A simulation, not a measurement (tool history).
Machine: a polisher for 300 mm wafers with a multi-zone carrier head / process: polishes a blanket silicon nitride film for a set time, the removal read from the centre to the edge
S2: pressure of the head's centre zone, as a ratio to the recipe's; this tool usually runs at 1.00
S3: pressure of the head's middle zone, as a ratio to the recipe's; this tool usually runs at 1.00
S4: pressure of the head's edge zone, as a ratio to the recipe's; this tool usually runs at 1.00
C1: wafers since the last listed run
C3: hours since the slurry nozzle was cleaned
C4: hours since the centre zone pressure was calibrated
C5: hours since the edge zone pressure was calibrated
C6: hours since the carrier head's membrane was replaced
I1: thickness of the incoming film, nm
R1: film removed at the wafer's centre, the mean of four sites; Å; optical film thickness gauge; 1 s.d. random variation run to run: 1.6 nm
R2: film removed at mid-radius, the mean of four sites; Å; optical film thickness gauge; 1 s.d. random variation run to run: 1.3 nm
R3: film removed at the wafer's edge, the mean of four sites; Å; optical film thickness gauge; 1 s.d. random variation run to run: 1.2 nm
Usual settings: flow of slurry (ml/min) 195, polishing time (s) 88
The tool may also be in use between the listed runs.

Run 1, day 0.000: usual settings but flow of slurry (ml/min) 235, S3 1.05; C1 0; wafers polished on this pad 3805; C3 159.8; C4 156.4; C5 277.3; C6 286.1; I1 785.5. Result: R1 1224 Å, R2 1230 Å, R3 1161 Å.
Run 2, day 2.446: usual settings but flow of slurry (ml/min) 235, S3 1.05; C1 777; wafers polished on this pad 4583; C3 218.5; C4 215.1; C5 336.0; C6 344.8; I1 780.0. Result: R1 1212 Å, R2 1235 Å, R3 1180 Å.
Run 3, day 4.500: usual settings but flow of slurry (ml/min) 235, S3 1.05; C1 653; wafers polished on this pad 5236; C3 267.8; C4 264.4; C5 385.3; C6 394.1; I1 767.0. Result: R1 1198 Å, R2 1213 Å, R3 1173 Å.
Run 4, day 6.183: usual settings but flow of slurry (ml/min) 125, S3 1.12, polishing time (s) 68; C1 535; wafers polished on this pad 5772; C3 308.2; C4 304.8; C5 425.7; C6 434.5; I1 782.9. Result: R1 881 Å, R2 951 Å, R3 879 Å.
Run 5, day 8.217: usual settings; C1 646; wafers polished on this pad 6418; C3 357.0; C4 353.6; C5 474.5; C6 483.3; I1 786.3. Result: R1 1189 Å, R2 1175 Å, R3 1173 Å.
At day 11.029: worn pad replaced by a new one.
Run 6, day 12.458: usual settings but S3 0.97; C1 1296; wafers polished on this pad 454; C3 458.8; C4 455.4; C5 576.3; C6 585.1; I1 789.3. Result: R1 1172 Å, R2 1128 Å, R3 1181 Å.
At day 15.604: slurry nozzle cleaned.
Run 7, day 15.767: usual settings but flow of slurry (ml/min) 135, S2 0.95, S4 1.09; C1 1039; wafers polished on this pad 1493; C3 3.9; C4 534.8; C5 655.7; C6 664.5; I1 784.6. Result: R1 1060 Å, R2 1125 Å, R3 1176 Å.
Run 8, day 17.829: usual settings but S3 0.92, polishing time (s) 117; C1 656; wafers polished on this pad 2149; C3 53.4; C4 584.3; C5 705.2; C6 714.0; I1 779.8. Result: R1 1599 Å, R2 1457 Å, R3 1556 Å.
Run 9, day 19.546: usual settings but S4 0.94, polishing time (s) 113; C1 546; wafers polished on this pad 2695; C3 94.6; C4 625.5; C5 746.4; C6 755.2; I1 780.9. Result: R1 1534 Å, R2 1508 Å, R3 1455 Å.
Run 10, day 21.067: usual settings; C1 483; wafers polished on this pad 3179; C3 131.1; C4 662.0; C5 782.9; C6 791.7; I1 776.9. Result: R1 1205 Å, R2 1156 Å, R3 1136 Å.
At day 21.917: centre zone pressure recalibrated.
Run 11, day 23.583: usual settings but polishing time (s) 70; C1 774; wafers polished on this pad 3953; C3 191.5; C4 40.0; C5 843.3; C6 852.1; I1 774.9. Result: R1 944 Å, R2 919 Å, R3 914 Å.
Run 12, day 27.483: usual settings but polishing time (s) 73; C1 1240; wafers polished on this pad 5194; C3 285.1; C4 133.6; C5 936.9; C6 945.7; I1 776.9. Result: R1 988 Å, R2 960 Å, R3 976 Å.
Run 13, day 29.942: usual settings but flow of slurry (ml/min) 130, S2 1.05, S3 0.90, S4 0.92; C1 781; wafers polished on this pad 5975; C3 344.1; C4 192.6; C5 995.9; C6 1004.7; I1 792.4. Result: R1 1183 Å, R2 1033 Å, R3 1090 Å.
Run 14, day 33.200: usual settings but flow of slurry (ml/min) 245, S2 0.93, S3 0.92, polishing time (s) 75; C1 1036; wafers polished on this pad 7012; C3 422.3; C4 270.8; C5 1074.1; C6 1082.9; I1 790.8. Result: R1 955 Å, R2 926 Å, R3 989 Å.
Run 15, day 35.512: usual settings but S2 0.95; C1 735; wafers polished on this pad 7747; C3 477.8; C4 326.3; C5 1129.6; C6 1138.4; I1 775.4. Result: R1 1130 Å, R2 1159 Å, R3 1176 Å.
At day 35.896: worn pad replaced by a new one.
Run 16, day 38.154: usual settings; C1 787; wafers polished on this pad 718; C3 541.2; C4 389.7; C5 1193.0; C6 1201.8; I1 779.7. Result: R1 1200 Å, R2 1163 Å, R3 1154 Å.
At day 39.254: slurry nozzle cleaned.
Run 17, day 40.554: usual settings; C1 750; wafers polished on this pad 1468; C3 31.2; C4 447.3; C5 1250.6; C6 1259.4; I1 783.7. Result: R1 1183 Å, R2 1132 Å, R3 1174 Å.
Run 18, day 42.975: usual settings; C1 770; wafers polished on this pad 2238; C3 89.3; C4 505.4; C5 1308.7; C6 1317.5; I1 765.2. Result: R1 1216 Å, R2 1174 Å, R3 1167 Å.
Run 19, day 45.833: usual settings but flow of slurry (ml/min) 230, S3 0.95, S4 0.90, polishing time (s) 76; C1 909; wafers polished on this pad 3147; C3 157.9; C4 574.0; C5 1377.3; C6 1386.1; I1 798.0. Result: R1 1021 Å, R2 968 Å, R3 968 Å.
At day 45.954: edge zone pressure recalibrated.
Run 20, day 47.712: usual settings but flow of slurry (ml/min) 240, S3 1.06, S4 0.96; C1 571; wafers polished on this pad 3718; C3 203.0; C4 619.1; C5 42.2; C6 1431.2; I1 789.9. Result: R1 1212 Å, R2 1241 Å, R3 1166 Å.
Run 21, day 51.733: usual settings but S3 0.95, polishing time (s) 58; C1 1278; wafers polished on this pad 4997; C3 299.5; C4 715.6; C5 138.7; C6 1527.7; I1 786.7. Result: R1 788 Å, R2 734 Å, R3 776 Å.

Exercise: give the hidden state of the tool at every run:
removal rate lost through wear of the pad, %: 0 across all the runs
slurry flow missing at the pad, %: 0 across all the runs
deviation of the centre zone's pressure from its setpoint, %: 0 across all the runs
deviation of the edge zone's pressure from its setpoint, %: 0 across all the runs

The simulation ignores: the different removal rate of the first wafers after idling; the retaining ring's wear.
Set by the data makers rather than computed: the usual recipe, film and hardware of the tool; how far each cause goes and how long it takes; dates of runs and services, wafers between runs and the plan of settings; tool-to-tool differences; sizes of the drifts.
